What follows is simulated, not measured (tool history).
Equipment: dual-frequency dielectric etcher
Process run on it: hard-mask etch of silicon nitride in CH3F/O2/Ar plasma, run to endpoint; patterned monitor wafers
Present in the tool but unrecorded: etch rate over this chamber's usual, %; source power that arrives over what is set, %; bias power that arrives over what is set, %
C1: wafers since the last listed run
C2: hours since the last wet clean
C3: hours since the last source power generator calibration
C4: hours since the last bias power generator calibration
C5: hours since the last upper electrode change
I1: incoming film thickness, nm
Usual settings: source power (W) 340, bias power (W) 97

{"run": 1, "hour": 0.0, "source power (W)": 360, "bias power (W)": 80, "C1": 0, "C2": 408, "C3": 4003, "C4": 4231.5, "C5": 3023.4, "I1": 54.5, "endpoint time (s)": 75.6}
{"run": 2, "hour": 12.5, "source power (W)": 340, "bias power (W)": 97, "C1": 179, "C2": 420.5, "C3": 4015.5, "C4": 4244, "C5": 3035.9, "I1": 54.9, "endpoint time (s)": 77.4}
{"run": 3, "hour": 23.9, "source power (W)": 340, "bias power (W)": 97, "C1": 163, "C2": 431.9, "C3": 4026.9, "C4": 4255.4, "C5": 3047.3, "I1": 54.6, "endpoint time (s)": 76.8}
{"run": 4, "hour": 34.1, "source power (W)": 340, "bias power (W)": 97, "C1": 146, "C2": 442.1, "C3": 4037.1, "C4": 4265.6, "C5": 3057.5, "I1": 54.9, "endpoint time (s)": 75.9}
{"hour": 49.5, "done": "source power generator calibrated"}
{"run": 5, "hour": 49.9, "source power (W)": 340, "bias power (W)": 97, "C1": 169, "C2": 457.9, "C3": 0.4, "C4": 4281.4, "C5": 3073.3, "I1": 55, "endpoint time (s)": 76.3}
{"run": 6, "hour": 65.8, "source power (W)": 340, "bias power (W)": 97, "C1": 228, "C2": 473.8, "C3": 16.3, "C4": 4297.3, "C5": 3089.2, "I1": 54.6, "endpoint time (s)": 76.2}
{"run": 7, "hour": 75.4, "source power (W)": 340, "bias power (W)": 91, "C1": 137, "C2": 483.4, "C3": 25.9, "C4": 4306.9, "C5": 3098.8, "I1": 54.5, "endpoint time (s)": 76.1}
{"run": 8, "hour": 90.3, "source power (W)": 340, "bias power (W)": 115, "C1": 213, "C2": 498.3, "C3": 40.8, "C4": 4321.8, "C5": 3113.7, "I1": 54.3, "endpoint time (s)": 71.9}
{"run": 9, "hour": 107.7, "source power (W)": 340, "bias power (W)": 115, "C1": 249, "C2": 515.7, "C3": 58.2, "C4": 4339.2, "C5": 3131.1, "I1": 54.4, "endpoint time (s)": 72.7}
{"run": 10, "hour": 123.8, "source power (W)": 340, "bias power (W)": 115, "C1": 231, "C2": 531.8, "C3": 74.3, "C4": 4355.3, "C5": 3147.2, "I1": 54.3, "endpoint time (s)": 73}
{"run": 11, "hour": 130.8, "source power (W)": 340, "bias power (W)": 97, "C1": 100, "C2": 538.8, "C3": 81.3, "C4": 4362.3, "C5": 3154.2, "I1": 54.8, "endpoint time (s)": 76.3}
{"run": 12, "hour": 184.4, "source power (W)": 340, "bias power (W)": 97, "C1": 769, "C2": 592.4, "C3": 134.9, "C4": 4415.9, "C5": 3207.8, "I1": 54.5, "endpoint time (s)": 76}
{"run": 13, "hour": 196.8, "source power (W)": 340, "bias power (W)": 97, "C1": 177, "C2": 604.8, "C3": 147.3, "C4": 4428.3, "C5": 3220.2, "I1": 54.4, "endpoint time (s)": 75.6}
{"run": 14, "hour": 207.7, "source power (W)": 310, "bias power (W)": 119, "C1": 156, "C2": 615.7, "C3": 158.2, "C4": 4439.2, "C5": 3231.1, "I1": 54.6, "endpoint time (s)": 75.8}
{"run": 15, "hour": 220.8, "source power (W)": 340, "bias power (W)": 97, "C1": 188, "C2": 628.8, "C3": 171.3, "C4": 4452.3, "C5": 3244.2, "I1": 54.4, "endpoint time (s)": 75.7}
{"hour": 256.5, "done": "wet clean of the chamber"}
{"run": 16, "hour": 257.0, "source power (W)": 340, "bias power (W)": 97, "C1": 175, "C2": 0.5, "C3": 207.5, "C4": 4488.5, "C5": 3280.4, "I1": 54.2, "endpoint time (s)": 75.9}
{"run": 17, "hour": 257.3, "source power (W)": 310, "bias power (W)": 97, "C1": 4, "C2": 0.8, "C3": 207.8, "C4": 4488.8, "C5": 3280.7, "I1": 54.9, "endpoint time (s)": 81}
{"run": 18, "hour": 263.8, "source power (W)": 370, "bias power (W)": 89, "C1": 93, "C2": 7.3, "C3": 214.3, "C4": 4495.3, "C5": 3287.2, "I1": 54.1, "endpoint time (s)": 73.8}
{"run": 19, "hour": 272.9, "source power (W)": 300, "bias power (W)": 120, "C1": 130, "C2": 16.4, "C3": 223.4, "C4": 4504.4, "C5": 3296.3, "I1": 54.7, "endpoint time (s)": 78.1}
{"run": 20, "hour": 289.8, "source power (W)": 310, "bias power (W)": 120, "C1": 242, "C2": 33.3, "C3": 240.3, "C4": 4521.3, "C5": 3313.2, "I1": 54.5, "endpoint time (s)": 76.3}
{"hour": 310.3, "done": "bias power generator calibrated"}
{"hour": 317.2, "done": "upper electrode replaced"}
{"run": 21, "hour": 317.7, "source power (W)": 380, "bias power (W)": 81, "C1": 243, "C2": 61.2, "C3": 268.2, "C4": 7.4, "C5": 0.5, "I1": 54.3, "endpoint time (s)": 74.7}
{"run": 22, "hour": 319.6, "source power (W)": 340, "bias power (W)": 97, "C1": 27, "C2": 63.1, "C3": 270.1, "C4": 9.3, "C5": 2.4, "I1": 54.4, "endpoint time (s)": 75.6}
{"run": 23, "hour": 330.1, "source power (W)": 340, "bias power (W)": 97, "C1": 150, "C2": 73.6, "C3": 280.6, "C4": 19.8, "C5": 12.9, "I1": 54.6, "endpoint time (s)": 76.4}
{"run": 24, "hour": 336.7, "source power (W)": 340, "bias power (W)": 97, "C1": 94, "C2": 80.2, "C3": 287.2, "C4": 26.4, "C5": 19.5, "I1": 54.7, "endpoint time (s)": 74.7}
{"run": 25, "hour": 344.2, "source power (W)": 340, "bias power (W)": 97, "C1": 107, "C2": 87.7, "C3": 294.7, "C4": 33.9, "C5": 27, "I1": 54.5, "endpoint time (s)": 76.3}
{"run": 26, "hour": 356.6, "source power (W)": 310, "bias power (W)": 103, "C1": 177, "C2": 100.1, "C3": 307.1, "C4": 46.3, "C5": 39.4, "I1": 54.6, "endpoint time (s)": 80.9}
{"run": 27, "hour": 374.3, "source power (W)": 340, "bias power (W)": 97, "C1": 254, "C2": 117.8, "C3": 324.8, "C4": 64, "C5": 57.1, "I1": 55, "endpoint time (s)": 75.5}
{"run": 28, "hour": 384.1, "source power (W)": 340, "bias power (W)": 97, "C1": 140, "C2": 127.6, "C3": 334.6, "C4": 73.8, "C5": 66.9, "I1": 54.6, "endpoint time (s)": 76.1}
{"run": 29, "hour": 393.3, "source power (W)": 340, "bias power (W)": 105, "C1": 132, "C2": 136.8, "C3": 343.8, "C4": 83, "C5": 76.1, "I1": 54.8, "endpoint time (s)": 74.1}
{"run": 30, "hour": 409.6, "source power (W)": 340, "bias power (W)": 97, "C1": 233, "C2": 153.1, "C3": 360.1, "C4": 99.3, "C5": 92.4, "I1": 54.8, "endpoint time (s)": 76.3}
{"run": 31, "hour": 421.8, "source power (W)": 390, "bias power (W)": 97, "C1": 175, "C2": 165.3, "C3": 372.3, "C4": 111.5, "C5": 104.6, "I1": 53.8, "endpoint time (s)": 69.3}
{"run": 32, "hour": 436.7, "source power (W)": 340, "bias power (W)": 97, "C1": 213, "C2": 180.2, "C3": 387.2, "C4": 126.4, "C5": 119.5, "I1": 54.2, "endpoint time (s)": 75.9}
{"run": 33, "hour": 443.0, "source power (W)": 340, "bias power (W)": 110, "C1": 90, "C2": 186.5, "C3": 393.5, "C4": 132.7, "C5": 125.8, "I1": 54.5, "endpoint time (s)": 74.1}
{"run": 34, "hour": 456.8, "source power (W)": 410, "bias power (W)": 97, "C1": 198, "C2": 200.3, "C3": 407.3, "C4": 146.5, "C5": 139.6, "I1": 54.2, "endpoint time (s)": 68}
{"run": 35, "hour": 464.5, "source power (W)": 280, "bias power (W)": 97, "C1": 110, "C2": 208, "C3": 415, "C4": 154.2, "C5": 147.3, "I1": 53.9, "endpoint time (s)": 86}
{"run": 36, "hour": 473.5, "source power (W)": 290, "bias power (W)": 81, "C1": 129, "C2": 217, "C3": 424, "C4": 163.2, "C5": 156.3, "I1": 53.4, "endpoint time (s)": 85.4}
{"run": 37, "hour": 486.2, "source power (W)": 340, "bias power (W)": 106, "C1": 182, "C2": 229.7, "C3": 436.7, "C4": 175.9, "C5": 169, "I1": 54.8, "endpoint time (s)": 74.7}

Each row is a separate what-if for the run after 37, all from the same tool condition, not one after another. Results?
{"run": "A", "hour": 486.6, "source power (W)": 340, "bias power (W)": 97, "C1": 5, "C2": 230.1, "C3": 437.1, "C4": 176.3, "C5": 169.4, "I1": 54.6, "endpoint time (s)": "?"}
{"run": "B", "hour": 486.6, "source power (W)": 340, "bias power (W)": 83, "C1": 5, "C2": 230.1, "C3": 437.1, "C4": 176.3, "C5": 169.4, "I1": 54.6, "endpoint time (s)": "?"}
{"run": "C", "hour": 486.6, "source power (W)": 400, "bias power (W)": 115, "C1": 5, "C2": 230.1, "C3": 437.1, "C4": 176.3, "C5": 169.4, "I1": 54.6, "endpoint time (s)": "?"}

run=A endpoint_time_(s)=76
run=B endpoint_time_(s)=78.6
run=C endpoint_time_(s)=66.6
With the hidden condition removed and each run's random variation left untouched, the same runs would have given:
run=A endpoint_time_(s)=76
run=B endpoint_time_(s)=78.6
run=C endpoint_time_(s)=66.6
